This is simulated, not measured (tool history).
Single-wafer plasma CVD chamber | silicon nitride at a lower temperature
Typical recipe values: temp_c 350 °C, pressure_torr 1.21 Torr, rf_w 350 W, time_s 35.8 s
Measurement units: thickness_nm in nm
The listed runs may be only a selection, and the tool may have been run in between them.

run	hour	temp_c	pressure_torr	rf_w	time_s	wafers since the last listed run	hours since the last thermocouple change	hours since the last RF generator calibration	hours since the last manometer calibration	hours since the showerhead was replaced	hours since the gauge calibration	read-back reference wafer on the same gauge, thickness_nm	thickness_nm
1	0	356	1.21	350	35.8	0	895.1	447.3	2289.3	5743.2	566.7	37.514	41.96
2	288.2	356	1.21	350	35.8	5836	1183.3	735.5	2577.5	6031.4	854.9	37.509	41.674
3	331.1	350	1.21	315	30.1	868	1226.2	778.4	2620.4	6074.3	897.8	37.475	32.795
4	436.8	350	1.21	350	35.8	2140	1331.9	884.1	2726.1	6180	1003.5	37.486	41.622
5	500.3	350	1.21	350	35.8	1285	1395.4	947.6	2789.6	6243.5	1067	37.463	41.337
6	598	350	1.21	350	35.8	1978	1493.1	1045.3	2887.3	6341.2	1164.7	37.53	41.223
7	667.7	342	1.21	350	35.8	1411	1562.8	1115	2957	6410.9	1234.4	37.509	41.191
# hour 740.3: RF generator calibrated
# hour 754.5: thermocouple changed; heater temperature recalibrated
8	762.2	342	1.21	350	35.8	1589	7.7	21.9	3051.5	6505.4	1328.9	37.473	42.328
9	820.5	350	1.21	350	35.8	1180	66	80.2	3109.8	6563.7	1387.2	37.537	41.96
10	861.2	343	1.21	350	32.3	824	106.7	120.9	3150.5	6604.4	1427.9	37.51	38.16
# hour 898.1: gauge calibrated
11	909.1	350	1.07	350	31.9	969	154.6	168.8	3198.4	6652.3	11	37.477	36.317
12	962.6	364	1.12	395	31.3	1083	208.1	222.3	3251.9	6705.8	64.5	37.515	38.632
# hour 1022.3: capacitance manometer re-zeroed and calibrated
13	1067.6	339	1.21	350	30.6	1964	313.1	327.3	45.3	6810.8	169.5	37.463	35.816
# hour 1122.7: showerhead replaced
14	1129.5	350	1.21	350	35.8	1091	375	389.2	107.2	6.8	231.4	37.478	42.104
15	1224.7	358	1.21	350	35.8	1927	470.2	484.4	202.4	102	326.6	37.509	41.918
16	1266.4	358	1.3	400	40.2	844	511.9	526.1	244.1	143.7	368.3	37.485	51.851
17	1351.5	350	0.95	350	35.8	1723	597	611.2	329.2	228.8	453.4	37.495	39.675
18	1443.2	339	0.97	350	35.8	1856	688.7	702.9	420.9	320.5	545.1	37.489	39.667
19	1506.2	350	1.21	315	30.1	1275	751.7	765.9	483.9	383.5	608.1	37.492	32.871

Predict each of these 3 candidate next runs independently; none follows another, all start after run 19:
A	1506.6	363	1.21	350	35.8	8	752.1	766.3	484.3	383.9	608.5	?	?
B	1506.6	356	1.3	325	37.6	8	752.1	766.3	484.3	383.9	608.5	?	?
C	1506.6	350	1.03	350	35.8	8	752.1	766.3	484.3	383.9	608.5	?	?

run	read-back reference wafer on the same gauge, thickness_nm	thickness_nm
A	37.487	41.323
B	37.487	42.342
C	37.487	40.027
Take away the tool's hidden state, keep each run's random variation, and the runs would have read:
run	thickness_nm
A	41.873
B	42.929
C	40.56
